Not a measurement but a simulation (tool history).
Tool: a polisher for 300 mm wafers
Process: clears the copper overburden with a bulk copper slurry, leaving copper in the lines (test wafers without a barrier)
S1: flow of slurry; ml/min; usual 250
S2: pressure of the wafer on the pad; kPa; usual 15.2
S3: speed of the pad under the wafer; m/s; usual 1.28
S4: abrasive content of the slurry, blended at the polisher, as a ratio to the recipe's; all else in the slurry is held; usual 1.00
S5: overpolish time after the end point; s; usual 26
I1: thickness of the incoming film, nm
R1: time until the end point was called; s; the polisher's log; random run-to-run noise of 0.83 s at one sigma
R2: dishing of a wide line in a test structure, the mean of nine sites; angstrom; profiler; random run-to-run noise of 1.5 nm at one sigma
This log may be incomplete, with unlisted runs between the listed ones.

Run 1, hour 0.0: usual settings but S2 17.2 kPa; I1 815.8. Result: R1 71.9 s, R2 822 angstrom.
Run 2, hour 7.1: usual settings but S2 17.2 kPa; I1 816.1. Result: R1 72.5 s, R2 809 angstrom.
Run 3, hour 23.5: usual settings but S2 17.9 kPa; I1 823.8. Result: R1 69.9 s, R2 838 angstrom.
Run 4, hour 36.4: usual settings but S4 1.10; I1 809.9. Result: R1 78.4 s, R2 794 angstrom.
Run 5, hour 49.5: usual settings but S4 1.10; I1 802.6. Result: R1 79.4 s, R2 785 angstrom.
Run 6, hour 59.9: usual settings but S1 200 ml/min; I1 813.9. Result: R1 84.0 s, R2 722 angstrom.
Run 7, hour 72.9: usual settings but S4 0.90; I1 813.0. Result: R1 81.9 s, R2 738 angstrom.
At hour 88.0: worn pad replaced by a new one.
At hour 90.3: slurry blender recalibrated.
Run 8, hour 90.8: usual settings but S4 1.20; I1 806.0. Result: R1 79.0 s, R2 746 angstrom.
Run 9, hour 94.5: usual settings but S3 1.40 m/s, S5 21 s; I1 818.6. Result: R1 75.8 s, R2 715 angstrom.
At hour 102.4: head pressure recalibrated.
Run 10, hour 102.9: usual settings but S1 180 ml/min, S2 13.1 kPa, S3 1.70 m/s, S4 1.30; I1 829.0. Result: R1 67.5 s, R2 805 angstrom.
Run 11, hour 136.2: usual settings but S1 275 ml/min, S3 1.62 m/s; I1 811.3. Result: R1 58.0 s, R2 846 angstrom.
Run 12, hour 144.3: usual settings; I1 813.2. Result: R1 75.3 s, R2 783 angstrom.
Run 13, hour 159.5: usual settings but S1 280 ml/min, S3 1.42 m/s, S4 1.10; I1 805.5. Result: R1 68.1 s, R2 810 angstrom.
Run 14, hour 175.6: usual settings but S3 1.48 m/s; I1 811.5. Result: R1 66.1 s, R2 824 angstrom.
Run 15, hour 203.8: usual settings but S2 10.3 kPa; I1 808.6. Result: R1 110.6 s, R2 636 angstrom.
Run 16, hour 241.4: usual settings; I1 817.3. Result: R1 79.4 s, R2 761 angstrom.
At hour 246.0: worn pad replaced by a new one.
Run 17, hour 257.8: usual settings; I1 810.3. Result: R1 79.0 s, R2 782 angstrom.
Run 18, hour 272.6: usual settings but S2 11.7 kPa, S3 1.00 m/s; I1 814.6. Result: R1 131.4 s, R2 609 angstrom.
At hour 290.8: slurry blender recalibrated.
Run 19, hour 291.3: usual settings; I1 815.2. Result: R1 80.9 s, R2 769 angstrom.
Run 20, hour 306.3: usual settings but S4 0.70, S5 14 s; I1 813.9. Result: R1 85.2 s, R2 586 angstrom.
Run 21, hour 321.5: usual settings but S1 305 ml/min, S5 16 s; I1 825.5. Result: R1 81.1 s, R2 650 angstrom.
Run 22, hour 335.0: usual settings but S4 0.85; I1 825.2. Result: R1 83.6 s, R2 771 angstrom.
Run 23, hour 352.0: usual settings; I1 812.5. Result: R1 82.8 s, R2 797 angstrom.
Run 24, hour 361.3: usual settings but S3 0.84 m/s; I1 813.6. Result: R1 124.4 s, R2 661 angstrom.
At hour 376.5: worn pad replaced by a new one.
Run 25, hour 377.0: usual settings; I1 807.4. Result: R1 81.9 s, R2 755 angstrom.
Run 26, hour 394.5: usual settings but S3 0.96 m/s; I1 811.5. Result: R1 110.2 s, R2 704 angstrom.
Run 27, hour 404.0: usual settings; I1 811.2. Result: R1 83.2 s, R2 791 angstrom.
Run 28, hour 419.0: usual settings but S4 0.85, S5 32 s; I1 832.4. Result: R1 86.8 s, R2 798 angstrom.
Run 29, hour 431.5: usual settings; I1 801.5. Result: R1 81.3 s, R2 746 angstrom.

What if the next run were any one of these 3? Each begins from the tool's condition after run 29:
Run A, hour 432.0: usual settings; I1 823.5. Result: R1 ?, R2 ?.
Run B, hour 432.0: usual settings but S1 195 ml/min, S2 20.0 kPa, S4 1.15; I1 823.5. Result: R1 ?, R2 ?.
Run C, hour 432.0: usual settings but S3 1.14 m/s, S4 1.25, S5 18 s; I1 823.5. Result: R1 ?, R2 ?.

run    R1   R2
  A  84.3  787
  B  66.4  909
  C  91.7  665
Without the tool's hidden state the same runs would have given:
run    R1   R2
  A  74.5  833
  B  57.9  959
  C  81.0  716
